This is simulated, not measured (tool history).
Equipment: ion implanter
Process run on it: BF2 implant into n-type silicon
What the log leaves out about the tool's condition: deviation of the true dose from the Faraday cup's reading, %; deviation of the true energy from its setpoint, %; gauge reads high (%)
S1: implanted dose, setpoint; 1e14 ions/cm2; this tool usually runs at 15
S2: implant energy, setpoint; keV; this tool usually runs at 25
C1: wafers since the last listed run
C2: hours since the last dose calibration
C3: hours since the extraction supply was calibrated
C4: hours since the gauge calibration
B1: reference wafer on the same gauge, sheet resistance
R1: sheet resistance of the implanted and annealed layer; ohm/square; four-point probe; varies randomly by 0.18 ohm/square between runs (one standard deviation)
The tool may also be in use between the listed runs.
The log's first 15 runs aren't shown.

Run 16, hour 164.2: usual settings but S2 30.5 keV; C1 176; C2 94.9; C3 4794.1; C4 300; B1 128.92. Result: R1 109.95 ohm/square.
Run 17, hour 200: usual settings; C1 472; C2 130.7; C3 4829.9; C4 335.8; B1 128.92. Result: R1 117.44 ohm/square.
Run 18, hour 207.1: usual settings but S2 19.5 keV; C1 93; C2 137.8; C3 4837; C4 342.9; B1 128.98. Result: R1 127.97 ohm/square.
Run 19, hour 220.5: usual settings but S1 12.57 1e14 ions/cm2, S2 27.5 keV; C1 176; C2 151.2; C3 4850.4; C4 356.3; B1 128.99. Result: R1 121.18 ohm/square.
At hour 228.7: gauge calibrated.
Run 20, hour 237.7: usual settings but S1 17.67 1e14 ions/cm2, S2 20.5 keV; C1 226; C2 168.4; C3 4867.6; C4 9; B1 128.2. Result: R1 120.97 ohm/square.
At hour 246.5: extraction supply calibrated.
Run 21, hour 250.4: usual settings but S2 18 keV; C1 62; C2 181.1; C3 3.9; C4 21.7; B1 128.32. Result: R1 130 ohm/square.
Run 22, hour 268.2: usual settings; C1 234; C2 198.9; C3 21.7; C4 39.5; B1 128.44. Result: R1 117.02 ohm/square.
Run 23, hour 280.3: usual settings but S1 13.4 1e14 ions/cm2; C1 159; C2 211; C3 33.8; C4 51.6; B1 128.47. Result: R1 121.19 ohm/square.
Run 24, hour 288.4: usual settings; C1 106; C2 219.1; C3 41.9; C4 59.7; B1 128.51. Result: R1 116.93 ohm/square.
Run 25, hour 315.4: usual settings but S1 13.3 1e14 ions/cm2, S2 21 keV; C1 356; C2 246.1; C3 68.9; C4 86.7; B1 128.63. Result: R1 128.77 ohm/square.
Run 26, hour 323.6: usual settings; C1 108; C2 254.3; C3 77.1; C4 94.9; B1 128.68. Result: R1 117.44 ohm/square.
Run 27, hour 333.9: usual settings but S2 18.5 keV; C1 135; C2 264.6; C3 87.4; C4 105.2; B1 128.71. Result: R1 129.55 ohm/square.
Run 28, hour 349.3: usual settings but S1 13.58 1e14 ions/cm2; C1 203; C2 280; C3 102.8; C4 120.6; B1 128.73. Result: R1 121.03 ohm/square.
Run 29, hour 363.5: usual settings but S2 32 keV; C1 187; C2 294.2; C3 117; C4 134.8; B1 128.78. Result: R1 107.45 ohm/square.
Run 30, hour 377.5: usual settings; C1 184; C2 308.2; C3 131; C4 148.8; B1 128.86. Result: R1 117.44 ohm/square.
Run 31, hour 392.3: usual settings but S1 17.67 1e14 ions/cm2, S2 20.5 keV; C1 195; C2 323; C3 145.8; C4 163.6; B1 128.91. Result: R1 121.16 ohm/square.
Run 32, hour 402.8: usual settings but S1 13.62 1e14 ions/cm2; C1 138; C2 333.5; C3 156.3; C4 174.1; B1 128.84. Result: R1 120.78 ohm/square.
Run 33, hour 408.9: usual settings but S1 11.6 1e14 ions/cm2; C1 80; C2 339.6; C3 162.4; C4 180.2; B1 128.9. Result: R1 128.69 ohm/square.
Run 34, hour 424.5: usual settings but S1 10.56 1e14 ions/cm2, S2 19.5 keV; C1 205; C2 355.2; C3 178; C4 195.8; B1 128.91. Result: R1 144.91 ohm/square.
Run 35, hour 432.2: usual settings but S2 20 keV; C1 101; C2 362.9; C3 185.7; C4 203.5; B1 128.96. Result: R1 126.78 ohm/square.
Run 36, hour 440.8: usual settings; C1 113; C2 371.5; C3 194.3; C4 212.1; B1 128.93. Result: R1 117.37 ohm/square.
Run 37, hour 453: usual settings but S1 17.94 1e14 ions/cm2, S2 27.5 keV; C1 161; C2 383.7; C3 206.5; C4 224.3; B1 128.97. Result: R1 109 ohm/square.

What if the next run were any one of these 4? Each begins from the tool's condition after run 37:
Run A, hour 453.4: usual settings; C1 5; C2 384.1; C3 206.9; C4 224.7; B1 ?. Result: R1 ?.
Run B, hour 453.4: usual settings but S1 10.73 1e14 ions/cm2, S2 29 keV; C1 5; C2 384.1; C3 206.9; C4 224.7; B1 ?. Result: R1 ?.
Run C, hour 453.4: usual settings but S1 12.36 1e14 ions/cm2, S2 16.5 keV; C1 5; C2 384.1; C3 206.9; C4 224.7; B1 ?. Result: R1 ?.
Run D, hour 453.4: usual settings but S1 11.55 1e14 ions/cm2, S2 22 keV; C1 5; C2 384.1; C3 206.9; C4 224.7; B1 ?. Result: R1 ?.

run      B1      R1
  A  128.99  117.57
  B  128.99  128.49
  C  128.99  142.24
  D  128.99  134.23
The same runs, with their run-to-run variation unchanged, on a tool lacking any hidden condition would have given:
run      R1
  A  116.68
  B  127.51
  C  141.16
  D  133.22

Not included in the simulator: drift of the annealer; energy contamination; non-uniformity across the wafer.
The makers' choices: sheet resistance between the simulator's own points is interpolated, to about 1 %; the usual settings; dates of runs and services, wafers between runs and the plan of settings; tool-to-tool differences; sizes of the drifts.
